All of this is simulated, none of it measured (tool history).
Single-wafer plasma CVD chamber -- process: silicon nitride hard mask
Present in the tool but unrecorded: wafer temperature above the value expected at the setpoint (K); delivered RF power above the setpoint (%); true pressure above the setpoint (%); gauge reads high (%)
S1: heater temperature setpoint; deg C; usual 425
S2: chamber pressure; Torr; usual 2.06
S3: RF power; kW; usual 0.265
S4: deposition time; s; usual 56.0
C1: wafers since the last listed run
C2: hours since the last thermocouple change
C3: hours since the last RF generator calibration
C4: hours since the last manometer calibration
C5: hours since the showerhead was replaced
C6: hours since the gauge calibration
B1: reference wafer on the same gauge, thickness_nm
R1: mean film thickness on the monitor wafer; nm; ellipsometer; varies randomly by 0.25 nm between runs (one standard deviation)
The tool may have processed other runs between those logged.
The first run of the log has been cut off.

Run 2, hour 33.1: usual settings but S4 62.8 s; C1 579; C2 1972.4; C3 2459.2; C4 2048.7; C5 3143.8; C6 773.9; B1 59.007. Result: R1 61.865 nm.
Run 3, hour 45.4: usual settings but S4 62.8 s; C1 215; C2 1984.7; C3 2471.5; C4 2061.0; C5 3156.1; C6 786.2; B1 59.134. Result: R1 62.094 nm.
Run 4, hour 59.8: usual settings; C1 252; C2 1999.1; C3 2485.9; C4 2075.4; C5 3170.5; C6 800.6; B1 59.156. Result: R1 55.452 nm.
Run 5, hour 84.5: usual settings but S1 414 deg C; C1 432; C2 2023.8; C3 2510.6; C4 2100.1; C5 3195.2; C6 825.3; B1 59.060. Result: R1 55.931 nm.
Run 6, hour 100.5: usual settings but S1 414 deg C; C1 280; C2 2039.8; C3 2526.6; C4 2116.1; C5 3211.2; C6 841.3; B1 59.106. Result: R1 55.492 nm.
Run 7, hour 118.9: usual settings but S1 414 deg C; C1 322; C2 2058.2; C3 2545.0; C4 2134.5; C5 3229.6; C6 859.7; B1 59.090. Result: R1 55.782 nm.
Run 8, hour 138.1: usual settings but S3 0.300 kW, S4 59.6 s; C1 336; C2 2077.4; C3 2564.2; C4 2153.7; C5 3248.8; C6 878.9; B1 59.147. Result: R1 64.892 nm.
Run 9, hour 152.1: usual settings; C1 245; C2 2091.4; C3 2578.2; C4 2167.7; C5 3262.8; C6 892.9; B1 59.075. Result: R1 55.040 nm.
Run 10, hour 166.4: usual settings but S3 0.300 kW, S4 59.6 s; C1 250; C2 2105.7; C3 2592.5; C4 2182.0; C5 3277.1; C6 907.2; B1 59.089. Result: R1 65.202 nm.
Run 11, hour 194.9: usual settings but S2 1.64 Torr, S4 45.3 s; C1 498; C2 2134.2; C3 2621.0; C4 2210.5; C5 3305.6; C6 935.7; B1 59.036. Result: R1 42.729 nm.
Run 12, hour 225.5: usual settings but S1 412 deg C, S2 2.52 Torr, S3 0.300 kW, S4 51.1 s; C1 535; C2 2164.8; C3 2651.6; C4 2241.1; C5 3336.2; C6 966.3; B1 59.043. Result: R1 58.690 nm.
At hour 250.7: gauge calibrated.
Run 13, hour 253.0: usual settings but S2 2.37 Torr, S3 0.230 kW; C1 481; C2 2192.3; C3 2679.1; C4 2268.6; C5 3363.7; C6 2.3; B1 59.043. Result: R1 49.547 nm.
Run 14, hour 274.0: usual settings but S1 412 deg C, S2 2.52 Torr, S3 0.300 kW, S4 51.1 s; C1 367; C2 2213.3; C3 2700.1; C4 2289.6; C5 3384.7; C6 23.3; B1 59.003. Result: R1 58.624 nm.
At hour 295.5: RF generator calibrated.
Run 15, hour 304.3: usual settings but S1 430 deg C, S3 0.215 kW; C1 390; C2 2243.6; C3 8.8; C4 2319.9; C5 3415.0; C6 53.6; B1 59.096. Result: R1 49.360 nm.

Run 16 has not been measured yet. What should we expect?
Run 16, hour 316.8: usual settings; C1 218; C2 2256.1; C3 21.3; C4 2332.4; C5 3427.5; C6 66.1; B1 ?. Result: R1 ?.

{"run 16": {"B1": 59.118, "R1": 59.834}}
The same run, on a tool lacking any hidden state, would have yielded R1 60.336 nm.

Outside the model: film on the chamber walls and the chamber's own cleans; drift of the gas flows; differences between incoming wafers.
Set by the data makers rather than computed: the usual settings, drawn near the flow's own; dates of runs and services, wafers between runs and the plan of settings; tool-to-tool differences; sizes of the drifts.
